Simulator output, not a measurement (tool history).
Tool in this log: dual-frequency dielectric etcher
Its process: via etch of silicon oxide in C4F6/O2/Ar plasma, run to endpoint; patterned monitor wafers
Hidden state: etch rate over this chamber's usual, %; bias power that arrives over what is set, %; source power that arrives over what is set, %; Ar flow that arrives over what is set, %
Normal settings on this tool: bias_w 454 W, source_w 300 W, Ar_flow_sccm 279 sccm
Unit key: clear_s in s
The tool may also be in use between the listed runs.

run     day  bias_w  source_w  Ar_flow_sccm  wafers since the last listed run  hours since the last wet clean  hours since the last bias power generator calibration  hours since the last source power generator calibration  hours since the last Ar flow controller change  hours since the last upper electrode change  incoming incoming film thickness, nm  clear_s
  1       0     454       300           279                                 0                           267.6                                                 2775.7                                                   1414.9                                          3902.8                                         2529                                 192.2     48.6
  2   0.621     454       300           279                               123                           282.5                                                 2790.6                                                   1429.8                                          3917.7                                       2543.9                                 194.7     49.6
        1.1  -- bias power generator calibrated
  3   1.362     454       300           279                               114                           300.3                                                    6.3                                                   1447.6                                          3935.5                                       2561.7                                 192.5     48.1
  4    1.85     454       360           279                                96                             312                                                     18                                                   1459.3                                          3947.2                                       2573.4                                 192.7     45.2
  5   2.588     454       360           279                               146                           329.7                                                   35.7                                                     1477                                          3964.9                                       2591.1                                 194.5     45.1
  6       3     454       360           279                                81                           339.6                                                   45.6                                                   1486.9                                          3974.8                                         2601                                 192.1       45
      4.388  -- wet clean of the chamber
  7   4.408     367       300           279                                80                             0.5                                                   79.4                                                   1520.7                                          4008.6                                       2634.8                                   192       57
  8   4.421     367       300           279                                 2                             0.8                                                   79.7                                                     1521                                          4008.9                                       2635.1                                   193     56.9
  9   4.433     367       300           279                                 2                             1.1                                                     80                                                   1521.3                                          4009.2                                       2635.4                                 192.4     56.6
 10   4.892     454       300           279                                90                            12.1                                                     91                                                   1532.3                                          4020.2                                       2646.4                                 192.5     49.3
 11   5.154     454       340           279                                52                            18.4                                                   97.3                                                   1538.6                                          4026.5                                       2652.7                                   193     47.2
 12   5.717     454       300           279                               111                            31.9                                                  110.8                                                   1552.1                                            4040                                       2666.2                                   191     49.1
      6.717  -- upper electrode replaced
      6.746  -- Ar flow controller replaced
 13   6.767     454       250           279                                 4                            57.1                                                    136                                                   1577.3                                             0.5                                          1.2                                 191.2     53.2
 14   6.788     565       260           209                                 4                            57.6                                                  136.5                                                   1577.8                                               1                                          1.7                                 193.3     45.3
 15   7.392     454       300           279                               119                            72.1                                                    151                                                   1592.3                                            15.5                                         16.2                                 194.5     50.2
 16   8.062     387       370           297                               133                            88.2                                                  167.1                                                   1608.4                                            31.6                                         32.3                                 194.7     51.2
 17   8.475     454       300           251                                81                            98.1                                                    177                                                   1618.3                                            41.5                                         42.2                                 192.7     48.9
 18   8.846     358       370           217                                73                             107                                                  185.9                                                   1627.2                                            50.4                                         51.1                                 192.5     50.7
 19   9.296     454       360           235                                89                           117.8                                                  196.7                                                     1638                                            61.2                                         61.9                                   193     45.3
      9.533  -- source power generator calibrated
 20   9.771     454       300           279                                61                           129.2                                                  208.1                                                      5.7                                            72.6                                         73.3                                 191.4     48.4
 21  10.312     517       280           233                               107                           142.2                                                  221.1                                                     18.7                                            85.6                                         86.3                                 193.3     46.2
 22  12.338     454       300           279                               401                           190.8                                                  269.7                                                     67.3                                           134.2                                        134.9                                   193     48.7
 23  12.638     454       300           341                                59                             198                                                  276.9                                                     74.5                                           141.4                                        142.1                                 192.7     49.1
 24  13.317     454       300           279                               134                           214.3                                                  293.2                                                     90.8                                           157.7                                        158.4                                 192.7     48.7
 25  14.008     454       300           253                               137                           230.9                                                  309.8                                                    107.4                                           174.3                                          175                                 192.5     47.8
 26  14.283     454       300           279                                54                           237.5                                                  316.4                                                      114                                           180.9                                        181.6                                 193.1       49
 27  14.704     424       240           221                                83                           247.6                                                  326.5                                                    124.1                                             191                                        191.7                                 192.9     55.4
 28  15.429     539       300           315                               143                             265                                                  343.9                                                    141.5                                           208.4                                        209.1                                 193.9     44.5
 29  15.783     401       330           334                                70                           273.5                                                  352.4                                                      150                                           216.9                                        217.6                                 191.6     50.3

Had the tool no unlogged condition, and each run kept its random variation, what would the results have been?
run  clear_s
  1     49.7
  2     50.7
  3     49.3
  4     46.4
  5     46.4
  6     46.3
  7     57.1
  8       57
  9     56.7
 10     49.4
 11     47.4
 12     49.3
 13     53.6
 14     45.6
 15     50.6
 16     51.7
 17     49.5
 18     51.3
 19     45.8
 20     49.1
 21     46.9
 22     49.6
 23     50.1
 24     49.8
 25     48.9
 26     50.1
 27     56.7
 28     45.6
 29     51.6

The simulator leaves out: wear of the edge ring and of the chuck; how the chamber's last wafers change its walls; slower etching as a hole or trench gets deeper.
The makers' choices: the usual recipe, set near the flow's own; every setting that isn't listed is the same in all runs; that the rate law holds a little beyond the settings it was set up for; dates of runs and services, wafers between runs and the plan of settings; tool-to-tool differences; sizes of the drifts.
